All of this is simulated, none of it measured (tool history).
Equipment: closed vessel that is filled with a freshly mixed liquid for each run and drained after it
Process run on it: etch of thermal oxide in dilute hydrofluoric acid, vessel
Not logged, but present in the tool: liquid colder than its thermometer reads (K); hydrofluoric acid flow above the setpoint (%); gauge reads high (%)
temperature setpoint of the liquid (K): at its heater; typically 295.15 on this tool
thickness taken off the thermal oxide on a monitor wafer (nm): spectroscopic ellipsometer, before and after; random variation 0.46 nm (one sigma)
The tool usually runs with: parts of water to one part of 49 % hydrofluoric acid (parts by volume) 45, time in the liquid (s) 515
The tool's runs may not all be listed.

run	hour	temperature setpoint of the liquid (K)	parts of water to one part of 49 % hydrofluoric acid (parts by volume)	time in the liquid (s)	wafers since the last listed run	hours since the thermometer was replaced	hours since the hydrofluoric acid flow meter was replaced	hours since the gauge calibration	read-back film thickness of the thermal oxide reference wafer, read on the same gauge (nm)	thickness taken off the thermal oxide on a monitor wafer (nm)
1	0.0	297.65	35	515	0	2346.1	554.6	213.2	120.01	80.61
2	12.4	297.65	35	515	1195	2358.5	567.0	225.6	120.01	80.60
3	27.2	292.65	45	515	1426	2373.3	581.8	240.4	120.00	49.43
4	42.3	292.65	45	515	1455	2388.4	596.9	255.5	120.00	50.01
5	57.2	295.15	45	515	1436	2403.3	611.8	270.4	119.99	55.40
6	73.3	295.15	45	515	1551	2419.4	627.9	286.5	119.99	55.41
7	86.7	295.15	45	515	1291	2432.8	641.3	299.9	120.00	54.53
8	98.7	295.15	45	515	1156	2444.8	653.3	311.9	120.01	55.66
9	112.0	295.15	45	515	1281	2458.1	666.6	325.2	119.99	56.54
10	126.1	295.15	35	515	1358	2472.2	680.7	339.3	120.02	74.32
11	136.6	295.15	35	515	1011	2482.7	691.2	349.8	120.00	73.00
12	159.0	295.15	35	515	2158	2505.1	713.6	372.2	120.00	72.68
13	169.5	297.65	45	730	1011	2515.6	724.1	382.7	120.01	88.80
14	177.6	297.65	45	730	780	2523.7	732.2	390.8	120.00	87.94
15	188.2	295.15	45	630	1021	2534.3	742.8	401.4	120.00	70.33
16	204.6	298.65	35	610	1580	2550.7	759.2	417.8	120.01	101.03
17	212.3	295.15	45	515	742	2558.4	766.9	425.5	119.99	57.23
18	223.4	295.15	45	515	1069	2569.5	778.0	436.6	120.00	57.70
19	238.1	299.15	30	515	1416	2584.2	792.7	451.3	120.00	101.46
# hour 245.6: gauge calibrated
# hour 254.1: hydrofluoric acid flow meter replaced
20	254.9	295.15	45	515	1522	2601.0	0.8	9.3	120.03	50.59
21	272.1	297.65	45	670	1657	2618.2	18.0	26.5	120.00	72.71
# hour 277.1: thermometer replaced
22	288.3	295.15	40	645	1464	11.2	34.2	42.7	120.02	72.18
23	295.8	295.15	45	680	722	18.7	41.7	50.2	119.99	66.76
24	303.8	292.15	55	515	771	26.7	49.7	58.2	120.01	36.57
25	321.0	295.15	45	515	1657	43.9	66.9	75.4	120.00	51.61
26	330.2	295.15	45	515	886	53.1	76.1	84.6	120.01	51.35
27	337.2	295.15	45	515	674	60.1	83.1	91.6	119.98	51.35
28	351.9	295.15	45	735	1416	74.8	97.8	106.3	120.00	73.94
29	368.4	299.15	45	515	1590	91.3	114.3	122.8	119.99	61.50
30	376.3	295.15	35	515	761	99.2	122.2	130.7	119.99	65.90
31	391.1	295.15	45	515	1426	114.0	137.0	145.5	119.99	50.74
32	398.0	292.15	25	765	665	120.9	143.9	152.4	120.00	124.47
33	413.3	295.15	30	680	1474	136.2	159.2	167.7	120.00	105.10
34	430.4	295.15	65	515	1648	153.3	176.3	184.8	119.99	35.21
35	444.6	295.15	55	325	1368	167.5	190.5	199.0	120.00	26.58

3 ways to go on from here, each from the tool as it stands after run 35. What would each give?
A	445.4	295.15	45	360	77	168.3	191.3	199.8	?	?
B	445.4	293.15	55	420	77	168.3	191.3	199.8	?	?
C	445.4	296.65	60	515	77	168.3	191.3	199.8	?	?

run	read-back film thickness of the thermal oxide reference wafer, read on the same gauge (nm)	thickness taken off the thermal oxide on a monitor wafer (nm)
A	120.00	36.15
B	120.00	31.34
C	120.00	40.52
Take away the tool's hidden state, keep each run's random variation, and the runs would have read:
run	thickness taken off the thermal oxide on a monitor wafer (nm)
A	35.08
B	30.41
C	39.30
